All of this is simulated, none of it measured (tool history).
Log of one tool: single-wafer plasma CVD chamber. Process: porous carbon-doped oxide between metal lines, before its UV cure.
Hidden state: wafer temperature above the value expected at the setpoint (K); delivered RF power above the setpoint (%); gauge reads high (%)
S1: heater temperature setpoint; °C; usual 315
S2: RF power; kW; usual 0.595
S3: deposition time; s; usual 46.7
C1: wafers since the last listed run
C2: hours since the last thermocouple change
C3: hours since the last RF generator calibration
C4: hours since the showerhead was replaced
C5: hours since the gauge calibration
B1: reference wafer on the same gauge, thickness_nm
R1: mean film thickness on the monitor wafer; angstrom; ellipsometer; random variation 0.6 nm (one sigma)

Run 1, hour 0.0: usual settings but S1 323 °C; C1 0; C2 2128.6; C3 1301.5; C4 2515.1; C5 639.5; B1 233.933. Result: R1 2329.85 angstrom.
Run 2, hour 29.4: usual settings but S2 0.525 kW, S3 53.8 s; C1 495; C2 2158.0; C3 1330.9; C4 2544.5; C5 668.9; B1 234.029. Result: R1 2634.93 angstrom.
Run 3, hour 54.6: usual settings but S2 0.525 kW, S3 53.8 s; C1 425; C2 2183.2; C3 1356.1; C4 2569.7; C5 694.1; B1 233.990. Result: R1 2638.93 angstrom.
Run 4, hour 73.7: usual settings; C1 322; C2 2202.3; C3 1375.2; C4 2588.8; C5 713.2; B1 234.010. Result: R1 2431.51 angstrom.
Run 5, hour 90.2: usual settings but S1 325 °C, S3 42.3 s; C1 278; C2 2218.8; C3 1391.7; C4 2605.3; C5 729.7; B1 233.930. Result: R1 2087.71 angstrom.
Run 6, hour 102.2: usual settings but S1 325 °C, S3 42.3 s; C1 202; C2 2230.8; C3 1403.7; C4 2617.3; C5 741.7; B1 234.039. Result: R1 2089.44 angstrom.
Run 7, hour 130.7: usual settings but S3 42.4 s; C1 480; C2 2259.3; C3 1432.2; C4 2645.8; C5 770.2; B1 234.029. Result: R1 2216.91 angstrom.
Run 8, hour 166.4: usual settings but S3 42.4 s; C1 602; C2 2295.0; C3 1467.9; C4 2681.5; C5 805.9; B1 233.985. Result: R1 2212.16 angstrom.
Run 9, hour 188.4: usual settings but S3 42.4 s; C1 371; C2 2317.0; C3 1489.9; C4 2703.5; C5 827.9; B1 234.007. Result: R1 2210.80 angstrom.
Run 10, hour 222.0: usual settings; C1 566; C2 2350.6; C3 1523.5; C4 2737.1; C5 861.5; B1 234.069. Result: R1 2413.42 angstrom.
Run 11, hour 252.8: usual settings but S1 324 °C; C1 519; C2 2381.4; C3 1554.3; C4 2767.9; C5 892.3; B1 234.070. Result: R1 2305.53 angstrom.
Run 12, hour 275.6: usual settings but S1 324 °C; C1 384; C2 2404.2; C3 1577.1; C4 2790.7; C5 915.1; B1 233.977. Result: R1 2300.45 angstrom.
At hour 301.9: RF generator calibrated.
Run 13, hour 311.0: usual settings; C1 462; C2 2439.6; C3 9.1; C4 2826.1; C5 950.5; B1 234.000. Result: R1 2524.21 angstrom.
Run 14, hour 334.0: usual settings; C1 387; C2 2462.6; C3 32.1; C4 2849.1; C5 973.5; B1 234.152. Result: R1 2521.98 angstrom.
At hour 353.1: gauge calibrated.
Run 15, hour 360.7: usual settings; C1 450; C2 2489.3; C3 58.8; C4 2875.8; C5 7.6; B1 233.989. Result: R1 2525.36 angstrom.
Run 16, hour 386.1: usual settings; C1 428; C2 2514.7; C3 84.2; C4 2901.2; C5 33.0; B1 233.909. Result: R1 2506.56 angstrom.
Run 17, hour 405.5: usual settings; C1 327; C2 2534.1; C3 103.6; C4 2920.6; C5 52.4; B1 233.860. Result: R1 2511.66 angstrom.
Run 18, hour 420.7: usual settings but S1 326 °C, S2 0.520 kW, S3 41.4 s; C1 256; C2 2549.3; C3 118.8; C4 2935.8; C5 67.6; B1 234.009. Result: R1 1969.77 angstrom.
Run 19, hour 447.2: usual settings but S1 308 °C, S2 0.640 kW, S3 43.2 s; C1 446; C2 2575.8; C3 145.3; C4 2962.3; C5 94.1; B1 233.976. Result: R1 2496.85 angstrom.
Run 20, hour 482.2: usual settings but S1 319 °C, S2 0.680 kW, S3 44.0 s; C1 590; C2 2610.8; C3 180.3; C4 2997.3; C5 129.1; B1 233.957. Result: R1 2450.08 angstrom.
Run 21, hour 502.3: usual settings; C1 339; C2 2630.9; C3 200.4; C4 3017.4; C5 149.2; B1 233.939. Result: R1 2494.28 angstrom.
Run 22, hour 515.3: usual settings but S1 308 °C, S2 0.505 kW, S3 38.1 s; C1 219; C2 2643.9; C3 213.4; C4 3030.4; C5 162.2; B1 234.108. Result: R1 1953.86 angstrom.
Run 23, hour 541.3: usual settings but S3 42.1 s; C1 438; C2 2669.9; C3 239.4; C4 3056.4; C5 188.2; B1 234.073. Result: R1 2243.85 angstrom.
Run 24, hour 574.3: usual settings but S2 0.505 kW, S3 42.6 s; C1 556; C2 2702.9; C3 272.4; C4 3089.4; C5 221.2; B1 233.974. Result: R1 2096.53 angstrom.
Run 25, hour 597.1: usual settings; C1 384; C2 2725.7; C3 295.2; C4 3112.2; C5 244.0; B1 234.023. Result: R1 2464.15 angstrom.
At hour 618.3: thermocouple changed; heater temperature recalibrated.
At hour 635.0: showerhead replaced.
Run 26, hour 651.6: usual settings but S1 302 °C, S3 52.7 s; C1 649; C2 33.3; C3 349.7; C4 16.6; C5 298.5; B1 233.981. Result: R1 3110.27 angstrom.
Run 27, hour 673.8: usual settings; C1 374; C2 55.5; C3 371.9; C4 38.8; C5 320.7; B1 233.899. Result: R1 2557.57 angstrom.

Run 28 comes next. What will it give?
Run 28, hour 687.0: usual settings but S1 326 °C, S2 0.685 kW, S3 55.3 s; C1 222; C2 68.7; C3 385.1; C4 52.0; C5 333.9; B1 ?. Result: R1 ?.

{"run 28": {"B1": 233.975, "R1": 3021.92}}
Without the tool's hidden state the same run would have given R1 3075.95 angstrom.

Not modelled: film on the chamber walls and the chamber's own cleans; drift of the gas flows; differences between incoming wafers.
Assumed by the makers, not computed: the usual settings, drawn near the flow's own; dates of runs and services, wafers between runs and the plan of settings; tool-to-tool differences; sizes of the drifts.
